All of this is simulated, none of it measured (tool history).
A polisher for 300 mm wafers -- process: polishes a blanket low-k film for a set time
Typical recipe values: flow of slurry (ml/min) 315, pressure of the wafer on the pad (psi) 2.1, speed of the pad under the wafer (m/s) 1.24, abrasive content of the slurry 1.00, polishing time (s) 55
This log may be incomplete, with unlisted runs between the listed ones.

run	day	flow of slurry (ml/min)	pressure of the wafer on the pad (psi)	speed of the pad under the wafer (m/s)	abrasive content of the slurry	polishing time (s)	incoming thickness of the incoming film, nm	film removed (angstrom)
1	0.000	315	2.1	1.24	1.00	55	602.4	281
2	4.150	315	2.1	1.24	1.00	55	612.4	270
3	8.042	315	2.8	1.24	1.25	55	606.3	394
4	20.188	315	2.1	1.24	1.15	55	604.2	274
5	24.383	315	2.1	1.24	1.00	55	604.1	251
6	28.175	315	1.9	0.82	1.00	55	601.3	175
7	32.421	385	2.1	1.24	1.00	60	612.7	288
8	35.108	395	2.1	1.52	1.00	55	602.5	299
9	37.188	315	2.8	1.24	1.00	39	608.5	266
10	39.371	315	1.7	0.82	1.00	55	606.9	165
11	43.621	315	2.1	1.24	1.00	55	598.8	269
12	46.433	315	2.1	0.90	1.10	55	603.8	221
13	48.492	315	2.1	1.24	1.00	55	620.4	265
14	51.421	375	2.1	1.24	1.00	37	610.9	181
15	53.412	315	2.1	1.24	1.00	55	605.1	263
16	55.392	350	2.1	1.24	1.00	46	603.9	218
17	57.358	315	2.1	1.24	1.00	55	597.2	260
18	60.550	315	1.7	1.24	0.70	46	622.0	137
19	63.421	260	2.1	1.24	1.00	55	603.7	251
20	66.988	315	2.1	1.04	1.00	73	610.1	297
21	71.492	315	1.5	1.10	1.15	67	621.0	236
22	74.079	315	2.5	1.48	1.00	61	606.0	405
23	77.546	265	2.1	1.00	0.85	70	611.3	252
24	79.854	315	2.6	1.24	1.00	55	614.2	316
25	86.696	225	2.1	1.52	1.10	55	607.6	311
26	90.071	315	2.1	1.66	1.00	60	608.8	345

Withheld: 11 entries from between the runs. Position of each, and hidden state at the listed run before versus the listed run after:
Runs 1 to 2: slurry blender recalibrated (day 4.129)
  deviation of the head's pressure from its setpoint, %: -1.44 -> -1.76; time polished since the conditioner stopped cutting, s: 24.3 -> 89.1
  what was measured, less what the result would be without the hidden state, film removed (angstrom): -8 -> -17
Runs 4 to 5: slurry nozzle cleaned (day 22.654)
  deviation of the head's pressure from its setpoint, %: -3.01 -> -3.34; time polished since the conditioner stopped cutting, s: 205 -> 217
  what was measured, less what the result would be without the hidden state, film removed (angstrom): -36 -> -36
Runs 5 to 6: head pressure recalibrated (day 27.742)
  deviation of the head's pressure from its setpoint, %: -3.34 -> 0.129; time polished since the conditioner stopped cutting, s: 217 -> 225
  what was measured, less what the result would be without the hidden state, film removed (angstrom): -36 -> -12
Runs 6 to 7: worn pad replaced by a new one (day 31.408)
  deviation of the head's pressure from its setpoint, %: 0.129 -> -0.202; time polished since the conditioner stopped cutting, s: 225 -> 231
  what was measured, less what the result would be without the hidden state, film removed (angstrom): -12 -> -34
Runs 8 to 9: slurry blender recalibrated (day 35.433); conditioning disc replaced and pad reconditioned (day 36.212)
  deviation of the head's pressure from its setpoint, %: -0.412 -> -0.574; time polished since the conditioner stopped cutting, s: 234 -> 28.6
  what was measured, less what the result would be without the hidden state, film removed (angstrom): -42 -> -7
Runs 18 to 19: slurry nozzle cleaned (day 63.100)
  deviation of the head's pressure from its setpoint, %: -2.39 -> -2.62; time polished since the conditioner stopped cutting, s: 210 -> 216
  what was measured, less what the result would be without the hidden state, film removed (angstrom): -15 -> -34
Runs 20 to 21: worn pad replaced by a new one (day 67.375); conditioning disc replaced and pad reconditioned (day 71.471)
  deviation of the head's pressure from its setpoint, %: -2.9 -> -3.25; time polished since the conditioner stopped cutting, s: 222 -> 34.5
  what was measured, less what the result would be without the hidden state, film removed (angstrom): -36 -> -11
Runs 21 to 22: slurry blender recalibrated (day 73.296)
  deviation of the head's pressure from its setpoint, %: -3.25 -> -3.45; time polished since the conditioner stopped cutting, s: 34.5 -> 78.8
  what was measured, less what the result would be without the hidden state, film removed (angstrom): -11 -> -37
Runs 24 to 25: head pressure recalibrated (day 85.325)
  deviation of the head's pressure from its setpoint, %: -3.9 -> -0.451; time polished since the conditioner stopped cutting, s: 149 -> 199
  what was measured, less what the result would be without the hidden state, film removed (angstrom): -42 -> -38

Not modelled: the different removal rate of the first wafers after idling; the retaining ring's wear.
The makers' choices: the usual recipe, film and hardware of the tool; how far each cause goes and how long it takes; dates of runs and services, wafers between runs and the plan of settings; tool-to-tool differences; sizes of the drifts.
